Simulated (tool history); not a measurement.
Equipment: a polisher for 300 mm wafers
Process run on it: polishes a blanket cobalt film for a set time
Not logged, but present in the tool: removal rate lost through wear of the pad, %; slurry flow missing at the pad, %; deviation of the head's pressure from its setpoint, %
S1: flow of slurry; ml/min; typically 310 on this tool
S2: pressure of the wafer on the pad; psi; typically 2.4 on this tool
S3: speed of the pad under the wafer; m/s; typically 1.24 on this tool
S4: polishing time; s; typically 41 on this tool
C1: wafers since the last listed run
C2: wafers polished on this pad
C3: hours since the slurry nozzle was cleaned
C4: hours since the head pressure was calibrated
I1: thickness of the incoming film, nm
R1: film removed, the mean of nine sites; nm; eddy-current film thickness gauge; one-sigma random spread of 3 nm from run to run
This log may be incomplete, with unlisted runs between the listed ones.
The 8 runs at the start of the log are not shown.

| run | hour | S1 | S2 | S3 | S4 | C1 | C2 | C3 | C4 | I1 | R1 |
|---|---|---|---|---|---|---|---|---|---|---|---|
| 9 | 345.9 | 310 | 2.4 | 1.24 | 41 | 558 | 1871 | 323.4 | 766.4 | 870.9 | 300.9 |
| 10 | 375.4 | 310 | 2.4 | 1.6 | 41 | 398 | 2269 | 352.9 | 795.9 | 862.1 | 371.3 |
| 11 | 430.4 | 310 | 2.4 | 1.6 | 41 | 742 | 3011 | 407.9 | 850.9 | 847.5 | 374.1 |
| 12 | 483 | 310 | 2.4 | 1.6 | 41 | 709 | 3721 | 460.5 | 903.5 | 854.6 | 365 |
|  | 547.5 | worn pad replaced by a new one |
| 13 | 640 | 310 | 2.4 | 1.24 | 41 | 2064 | 1248 | 617.5 | 1060.5 | 871.3 | 294.3 |
| 14 | 704.6 | 310 | 2.4 | 1.24 | 41 | 871 | 2120 | 682.1 | 1125.1 | 842.7 | 288.7 |
| 15 | 750.7 | 310 | 3 | 1.24 | 41 | 622 | 2742 | 728.2 | 1171.2 | 862.2 | 340.7 |
| 16 | 797.3 | 310 | 2.4 | 1 | 45 | 628 | 3371 | 774.8 | 1217.8 | 868.8 | 265.9 |
| 17 | 847.2 | 310 | 2 | 1.6 | 41 | 673 | 4045 | 824.7 | 1267.7 | 852.7 | 304.7 |
|  | 902.9 | worn pad replaced by a new one |
| 18 | 903.4 | 345 | 2.4 | 0.92 | 47 | 704 | 6 | 880.9 | 1323.9 | 855.5 | 263.5 |
|  | 904.5 | slurry nozzle cleaned |
| 19 | 926.3 | 310 | 2.1 | 1.24 | 28 | 295 | 302 | 21.8 | 1346.8 | 854.6 | 186.3 |
| 20 | 952.5 | 310 | 2.4 | 1.24 | 41 | 353 | 655 | 48 | 1373 | 864.1 | 302.4 |
|  | 1042.8 | head pressure recalibrated |
| 21 | 1101.7 | 205 | 1.7 | 1.24 | 41 | 1986 | 2642 | 197.2 | 58.9 | 860.7 | 236.6 |
| 22 | 1128 | 220 | 2.4 | 1.24 | 41 | 354 | 2997 | 223.5 | 85.2 | 856 | 304 |
| 23 | 1178.1 | 310 | 2.4 | 1.24 | 46 | 676 | 3673 | 273.6 | 135.3 | 857.4 | 357.6 |
| 24 | 1202.2 | 310 | 2.4 | 1.24 | 37 | 325 | 3998 | 297.7 | 159.4 | 858.2 | 282.5 |
|  | 1210.4 | worn pad replaced by a new one |
| 25 | 1273.7 | 390 | 2.9 | 1.06 | 51 | 910 | 854 | 369.2 | 230.9 | 878.4 | 401.3 |
| 26 | 1311.7 | 310 | 2.4 | 1.24 | 41 | 512 | 1367 | 407.2 | 268.9 | 864.1 | 308.1 |

Run 27, settings as shown, results not yet in. Your forecast:
| 27 | 1351.4 | 415 | 3 | 0.88 | 33 | 535 | 1903 | 446.9 | 308.6 | 860.6 | ? |

{"run 27": {"R1": 232.6}}
Minus the tool's unlogged condition, the same run would have read R1 240.8 nm.
